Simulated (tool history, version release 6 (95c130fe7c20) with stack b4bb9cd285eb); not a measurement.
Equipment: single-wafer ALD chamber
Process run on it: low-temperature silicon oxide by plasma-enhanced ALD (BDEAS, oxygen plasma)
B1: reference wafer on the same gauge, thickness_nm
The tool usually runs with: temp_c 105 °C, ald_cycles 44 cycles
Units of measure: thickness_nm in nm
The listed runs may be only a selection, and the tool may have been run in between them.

run 1 hour=0.0 | temp_c=105 ald_cycles=44 | B1=7.401 | thickness_nm=6.689
run 2 hour=7.5 | temp_c=105 ald_cycles=44 | B1=7.410 | thickness_nm=6.714
run 3 hour=19.7 | temp_c=105 ald_cycles=44 | B1=7.398 | thickness_nm=6.688
-- hour=25.8 gauge calibrated
run 4 hour=28.6 | temp_c=105 ald_cycles=44 | B1=7.317 | thickness_nm=6.617
run 5 hour=35.3 | temp_c=105 ald_cycles=44 | B1=7.325 | thickness_nm=6.643
run 6 hour=42.2 | temp_c=96 ald_cycles=40 | B1=7.329 | thickness_nm=6.187
run 7 hour=60.2 | temp_c=100 ald_cycles=47 | B1=7.330 | thickness_nm=7.202
run 8 hour=70.1 | temp_c=100 ald_cycles=47 | B1=7.334 | thickness_nm=7.184
run 9 hour=87.0 | temp_c=105 ald_cycles=44 | B1=7.344 | thickness_nm=6.650
run 10 hour=94.6 | temp_c=105 ald_cycles=44 | B1=7.344 | thickness_nm=6.642
run 11 hour=112.7 | temp_c=105 ald_cycles=44 | B1=7.355 | thickness_nm=6.683
run 12 hour=126.4 | temp_c=105 ald_cycles=44 | B1=7.358 | thickness_nm=6.657
run 13 hour=174.2 | temp_c=105 ald_cycles=44 | B1=7.366 | thickness_nm=6.690
run 14 hour=187.2 | temp_c=105 ald_cycles=44 | B1=7.368 | thickness_nm=6.676
run 15 hour=196.2 | temp_c=105 ald_cycles=42 | B1=7.366 | thickness_nm=6.365
run 16 hour=229.6 | temp_c=105 ald_cycles=42 | B1=7.386 | thickness_nm=6.391
run 17 hour=246.6 | temp_c=105 ald_cycles=42 | B1=7.383 | thickness_nm=6.397
-- hour=258.8 thermocouple changed; heater temperature recalibrated
run 18 hour=259.3 | temp_c=105 ald_cycles=44 | B1=7.400 | thickness_nm=6.679
run 19 hour=264.8 | temp_c=110 ald_cycles=44 | B1=7.395 | thickness_nm=6.590
run 20 hour=275.2 | temp_c=105 ald_cycles=44 | B1=7.402 | thickness_nm=6.677
-- hour=278.9 gauge calibrated
run 21 hour=284.0 | temp_c=105 ald_cycles=44 | B1=7.332 | thickness_nm=6.607
run 22 hour=295.8 | temp_c=105 ald_cycles=51 | B1=7.334 | thickness_nm=7.706
run 23 hour=302.4 | temp_c=105 ald_cycles=48 | B1=7.338 | thickness_nm=7.234
run 24 hour=309.3 | temp_c=100 ald_cycles=41 | B1=7.340 | thickness_nm=6.258
run 25 hour=325.1 | temp_c=117 ald_cycles=47 | B1=7.338 | thickness_nm=6.942
run 26 hour=340.3 | temp_c=93 ald_cycles=40 | B1=7.344 | thickness_nm=6.307
run 27 hour=357.4 | temp_c=91 ald_cycles=49 | B1=7.361 | thickness_nm=7.780
run 28 hour=364.5 | temp_c=105 ald_cycles=37 | B1=7.352 | thickness_nm=5.595
run 29 hour=381.0 | temp_c=91 ald_cycles=49 | B1=7.364 | thickness_nm=7.770
run 30 hour=397.8 | temp_c=105 ald_cycles=44 | B1=7.370 | thickness_nm=6.657
run 31 hour=404.5 | temp_c=105 ald_cycles=44 | B1=7.360 | thickness_nm=6.691
run 32 hour=416.3 | temp_c=116 ald_cycles=44 | B1=7.367 | thickness_nm=6.504
run 33 hour=425.7 | temp_c=94 ald_cycles=38 | B1=7.371 | thickness_nm=5.977
run 34 hour=443.0 | temp_c=99 ald_cycles=37 | B1=7.383 | thickness_nm=5.695
run 35 hour=458.1 | temp_c=112 ald_cycles=48 | B1=7.383 | thickness_nm=7.180

Hidden state, per run?
wafer temperature above the value expected at the setpoint (K): 0 across all the runs
H1: gauge reads high (%)
run=1 H1=1.1
run=2 H1=1.13
run=3 H1=1.18
run=4 H1=0.0819
run=5 H1=0.109
run=6 H1=0.136
run=7 H1=0.208
run=8 H1=0.248
run=9 H1=0.315
run=10 H1=0.346
run=11 H1=0.418
run=12 H1=0.473
run=13 H1=0.664
run=14 H1=0.716
run=15 H1=0.752
run=16 H1=0.886
run=17 H1=0.954
run=18 H1=1
run=19 H1=1.03
run=20 H1=1.07
run=21 H1=0.135
run=22 H1=0.182
run=23 H1=0.208
run=24 H1=0.236
run=25 H1=0.299
run=26 H1=0.36
run=27 H1=0.428
run=28 H1=0.457
run=29 H1=0.523
run=30 H1=0.59
run=31 H1=0.617
run=32 H1=0.664
run=33 H1=0.701
run=34 H1=0.771
run=35 H1=0.831
